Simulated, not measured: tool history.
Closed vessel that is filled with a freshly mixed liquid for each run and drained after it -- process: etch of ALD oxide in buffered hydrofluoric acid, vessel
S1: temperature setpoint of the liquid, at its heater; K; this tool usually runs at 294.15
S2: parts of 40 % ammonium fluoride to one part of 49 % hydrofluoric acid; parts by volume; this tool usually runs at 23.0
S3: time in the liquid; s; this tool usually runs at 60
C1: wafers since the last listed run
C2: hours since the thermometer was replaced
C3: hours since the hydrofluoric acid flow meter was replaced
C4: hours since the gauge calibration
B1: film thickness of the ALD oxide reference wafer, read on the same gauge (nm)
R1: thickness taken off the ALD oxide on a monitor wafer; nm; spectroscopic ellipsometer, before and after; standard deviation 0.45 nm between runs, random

run   hour      S1    S2  S3    C1      C2      C3     C4      B1      R1
  1    0.0  294.15  23.0  60     0  2125.9   868.0  126.9  119.99  107.49
  2    9.1  294.15  23.0  60   809  2135.0   877.1  136.0  119.99  108.20
  3   16.1  294.15  23.0  60   622  2142.0   884.1  143.0  120.00  108.48
  4   26.1  294.15  23.0  60   889  2152.0   894.1  153.0  120.00  107.94
  5   33.8  294.15  23.0  60   684  2159.7   901.8  160.7  120.00  107.91
  6   43.6  294.15  23.0  90   871  2169.5   911.6  170.5  120.02  162.67
  7   55.1  291.65  23.0  35  1023  2181.0   923.1  182.0  119.99   55.00
  8   62.6  291.65  23.0  35   667  2188.5   930.6  189.5  119.98   55.24
  9   75.1  294.15  23.0  60  1111  2201.0   943.1  202.0  120.01  108.58
 10   92.4  294.15  23.0  60  1538  2218.3   960.4  219.3  120.02  108.52
 11  104.3  294.15  27.0  50  1058  2230.2   972.3  231.2  119.99   81.26
 12  111.1  294.15  27.0  50   604  2237.0   979.1  238.0  120.01   81.73
 13  121.2  294.15  27.0  50   898  2247.1   989.2  248.1  120.00   81.02
     129.7  -- thermometer replaced
 14  135.6  294.15  23.0  70  1192     5.9  1003.6  262.5  120.01  108.99
 15  146.2  294.15  19.5  80   942    16.5  1014.2  273.1  120.00  139.78
 16  157.7  294.15  19.5  80  1023    28.0  1025.7  284.6  119.98  139.42
 17  164.1  297.65  23.0  60   569    34.4  1032.1  291.0  120.01  114.24
     171.8  -- hydrofluoric acid flow meter replaced
 18  174.0  294.15  28.0  30   791    44.3     2.2  300.9  120.01   40.98
 19  186.1  291.15  23.0  60  1076    56.4    14.3  313.0  119.99   78.71
 20  195.8  292.65  30.0  70   862    66.1    24.0  322.7  119.99   83.30
 21  212.0  294.15  27.0  50  1441    82.3    40.2  338.9  120.00   69.26
 22  218.7  291.65  23.0  95   596    89.0    46.9  345.6  120.02  127.82
 23  232.1  294.15  23.0  60  1192   102.4    60.3  359.0  119.97   93.55
 24  244.7  292.65  16.0  40  1120   115.0    72.9  371.6  119.99   78.78
 25  255.7  295.65  15.0  85   978   126.0    83.9  382.6  120.02  210.69
     259.4  -- gauge calibrated
 26  263.3  294.15  23.0  60   676   133.6    91.5    3.9  120.02   93.55
 27  279.9  297.65  30.0  50  1476   150.2   108.1   20.5  120.02   78.32
 28  286.1  294.15  23.0  60   551   156.4   114.3   26.7  119.99   93.57
 29  302.3  294.15  23.0  90  1441   172.6   130.5   42.9  120.01  140.97
 30  317.5  290.15  29.0  95  1352   187.8   145.7   58.1  120.02  101.32
 31  333.0  294.15  30.0  70  1378   203.3   161.2   73.6  120.01   90.61
 32  345.4  296.65  27.0  75  1103   215.7   173.6   86.0  119.99  121.24
 33  357.7  294.15  23.0  60  1094   228.0   185.9   98.3  120.01   93.75

Results per run with the tool's hidden condition removed, run-to-run variation unchanged:
The tool's hidden condition here consists of: liquid hotter than its thermometer reads (K); hydrofluoric acid flow below the setpoint (%); gauge reads high (%).
run      R1
  1   91.60
  2   92.10
  3   92.34
  4   91.78
  5   91.71
  6  138.16
  7   46.56
  8   46.75
  9   92.02
 10   91.87
 11   68.73
 12   69.09
 13   68.45
 14  107.66
 15  138.00
 16  137.57
 17  112.69
 18   40.39
 19   77.46
 20   81.94
 21   68.07
 22  125.52
 23   91.79
 24   77.25
 25  206.56
 26   91.64
 27   76.67
 28   91.51
 29  137.71
 30   98.80
 31   88.30
 32  118.14
 33   91.23
